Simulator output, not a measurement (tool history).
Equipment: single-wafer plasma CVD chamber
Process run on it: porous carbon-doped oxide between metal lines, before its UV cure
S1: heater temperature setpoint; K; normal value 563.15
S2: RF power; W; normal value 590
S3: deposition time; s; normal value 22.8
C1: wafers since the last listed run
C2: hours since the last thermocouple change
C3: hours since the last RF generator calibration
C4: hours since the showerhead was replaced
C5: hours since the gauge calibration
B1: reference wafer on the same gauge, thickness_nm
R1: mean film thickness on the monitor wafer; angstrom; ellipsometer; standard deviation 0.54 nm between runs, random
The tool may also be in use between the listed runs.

{"run": 1, "hour": 0.0, "S1": 563.15, "S2": 675, "S3": 22.8, "C1": 0, "C2": 2319.3, "C3": 896.5, "C4": 6494.9, "C5": 95.6, "B1": 184.907, "R1": 1725.48}
{"run": 2, "hour": 54.5, "S1": 563.15, "S2": 590, "S3": 22.8, "C1": 1260, "C2": 2373.8, "C3": 951.0, "C4": 6549.4, "C5": 150.1, "B1": 185.134, "R1": 1619.92}
{"run": 3, "hour": 101.1, "S1": 563.15, "S2": 590, "S3": 22.8, "C1": 1077, "C2": 2420.4, "C3": 997.6, "C4": 6596.0, "C5": 196.7, "B1": 184.997, "R1": 1617.33}
{"run": 4, "hour": 164.9, "S1": 563.15, "S2": 590, "S3": 22.8, "C1": 1475, "C2": 2484.2, "C3": 1061.4, "C4": 6659.8, "C5": 260.5, "B1": 184.935, "R1": 1620.34}
{"run": 5, "hour": 201.9, "S1": 563.15, "S2": 590, "S3": 22.8, "C1": 855, "C2": 2521.2, "C3": 1098.4, "C4": 6696.8, "C5": 297.5, "B1": 185.042, "R1": 1633.32}
{"run": 6, "hour": 273.7, "S1": 556.15, "S2": 590, "S3": 22.8, "C1": 1660, "C2": 2593.0, "C3": 1170.2, "C4": 6768.6, "C5": 369.3, "B1": 185.083, "R1": 1693.77}
{"run": 7, "hour": 337.3, "S1": 556.15, "S2": 590, "S3": 22.8, "C1": 1470, "C2": 2656.6, "C3": 1233.8, "C4": 6832.2, "C5": 432.9, "B1": 185.106, "R1": 1703.05}
{"run": 8, "hour": 393.5, "S1": 563.15, "S2": 590, "S3": 22.8, "C1": 1299, "C2": 2712.8, "C3": 1290.0, "C4": 6888.4, "C5": 489.1, "B1": 184.927, "R1": 1614.23}
{"run": 9, "hour": 442.4, "S1": 563.15, "S2": 590, "S3": 22.8, "C1": 1130, "C2": 2761.7, "C3": 1338.9, "C4": 6937.3, "C5": 538.0, "B1": 184.92, "R1": 1620.28}
{"run": 10, "hour": 508.6, "S1": 559.15, "S2": 590, "S3": 22.8, "C1": 1530, "C2": 2827.9, "C3": 1405.1, "C4": 7003.5, "C5": 604.2, "B1": 184.965, "R1": 1664.51}
{"run": 11, "hour": 564.4, "S1": 559.15, "S2": 590, "S3": 22.8, "C1": 1290, "C2": 2883.7, "C3": 1460.9, "C4": 7059.3, "C5": 660.0, "B1": 184.95, "R1": 1670.81}
{"hour": 629.2, "done": "showerhead replaced"}
{"run": 12, "hour": 630.2, "S1": 563.15, "S2": 590, "S3": 22.8, "C1": 1336, "C2": 2949.5, "C3": 1526.7, "C4": 1.0, "C5": 725.8, "B1": 184.973, "R1": 1622.95}
{"run": 13, "hour": 655.4, "S1": 563.15, "S2": 590, "S3": 22.8, "C1": 582, "C2": 2974.7, "C3": 1551.9, "C4": 26.2, "C5": 751.0, "B1": 185.122, "R1": 1630.21}
{"run": 14, "hour": 719.3, "S1": 563.15, "S2": 590, "S3": 22.8, "C1": 1477, "C2": 3038.6, "C3": 1615.8, "C4": 90.1, "C5": 814.9, "B1": 184.999, "R1": 1619.49}
{"run": 15, "hour": 757.5, "S1": 563.15, "S2": 590, "S3": 26.1, "C1": 883, "C2": 3076.8, "C3": 1654.0, "C4": 128.3, "C5": 853.1, "B1": 184.984, "R1": 1848.19}
{"run": 16, "hour": 803.7, "S1": 553.15, "S2": 590, "S3": 22.8, "C1": 1068, "C2": 3123.0, "C3": 1700.2, "C4": 174.5, "C5": 899.3, "B1": 185.012, "R1": 1734.63}
{"hour": 844.9, "done": "thermocouple changed; heater temperature recalibrated"}
{"run": 17, "hour": 859.8, "S1": 558.15, "S2": 705, "S3": 18.5, "C1": 1112, "C2": 14.9, "C3": 1756.3, "C4": 230.6, "C5": 955.4, "B1": 184.94, "R1": 1566.98}
{"hour": 871.4, "done": "RF generator calibrated"}
{"run": 18, "hour": 921.5, "S1": 576.15, "S2": 485, "S3": 20.1, "C1": 1241, "C2": 76.6, "C3": 50.1, "C4": 292.3, "C5": 1017.1, "B1": 185.047, "R1": 1258.86}
{"run": 19, "hour": 947.2, "S1": 569.15, "S2": 520, "S3": 22.8, "C1": 594, "C2": 102.3, "C3": 75.8, "C4": 318.0, "C5": 1042.8, "B1": 185.0, "R1": 1535.11}
{"hour": 952.5, "done": "gauge calibrated"}
{"run": 20, "hour": 985.9, "S1": 570.15, "S2": 635, "S3": 24.0, "C1": 894, "C2": 141.0, "C3": 114.5, "C4": 356.7, "C5": 33.4, "B1": 185.038, "R1": 1757.12}
{"run": 21, "hour": 1026.1, "S1": 567.15, "S2": 660, "S3": 24.7, "C1": 929, "C2": 181.2, "C3": 154.7, "C4": 396.9, "C5": 73.6, "B1": 184.991, "R1": 1873.0}
{"run": 22, "hour": 1062.3, "S1": 563.15, "S2": 590, "S3": 22.8, "C1": 837, "C2": 217.4, "C3": 190.9, "C4": 433.1, "C5": 109.8, "B1": 184.945, "R1": 1684.21}
{"run": 23, "hour": 1090.6, "S1": 563.15, "S2": 590, "S3": 20.7, "C1": 654, "C2": 245.7, "C3": 219.2, "C4": 461.4, "C5": 138.1, "B1": 185.073, "R1": 1532.87}
{"run": 24, "hour": 1123.4, "S1": 558.15, "S2": 695, "S3": 21.2, "C1": 758, "C2": 278.5, "C3": 252.0, "C4": 494.2, "C5": 170.9, "B1": 184.991, "R1": 1755.48}
{"run": 25, "hour": 1165.6, "S1": 563.15, "S2": 590, "S3": 26.9, "C1": 975, "C2": 320.7, "C3": 294.2, "C4": 536.4, "C5": 213.1, "B1": 185.008, "R1": 1965.47}
{"run": 26, "hour": 1212.7, "S1": 577.15, "S2": 590, "S3": 22.8, "C1": 1089, "C2": 367.8, "C3": 341.3, "C4": 583.5, "C5": 260.2, "B1": 184.957, "R1": 1517.46}
{"run": 27, "hour": 1246.6, "S1": 556.15, "S2": 525, "S3": 19.8, "C1": 783, "C2": 401.7, "C3": 375.2, "C4": 617.4, "C5": 294.1, "B1": 185.094, "R1": 1453.67}

Pick out some run-to-run changes in R1. Of each, how much would a tool without hidden state show as well, from the settings, what came in and chance, and how much is left for the hidden state and any gauge scatter not in both results compared?
Hidden state at play: wafer temperature above the value expected at the setpoint (K); delivered RF power above the setpoint (%); gauge reads high (%).
Run 14 -> 15: S3 22.8 -> 26.1. R1 +228.70 angstrom: hidden state -10.57, all else +239.27.
Run 16 -> 17: S1 553.15 -> 558.15, S2 590 -> 705, S3 22.8 -> 18.5, thermocouple changed; heater temperature recalibrated. R1 -167.65 angstrom: hidden state +87.60, all else -255.25.
Run 17 -> 18: S1 558.15 -> 576.15, S2 705 -> 485, S3 18.5 -> 20.1, RF generator calibrated. R1 -308.12 angstrom: hidden state -3.78, all else -304.34.
Run 25 -> 26: S1 563.15 -> 577.15, S3 26.9 -> 22.8. R1 -448.01 angstrom: hidden state +3.38, all else -451.39.
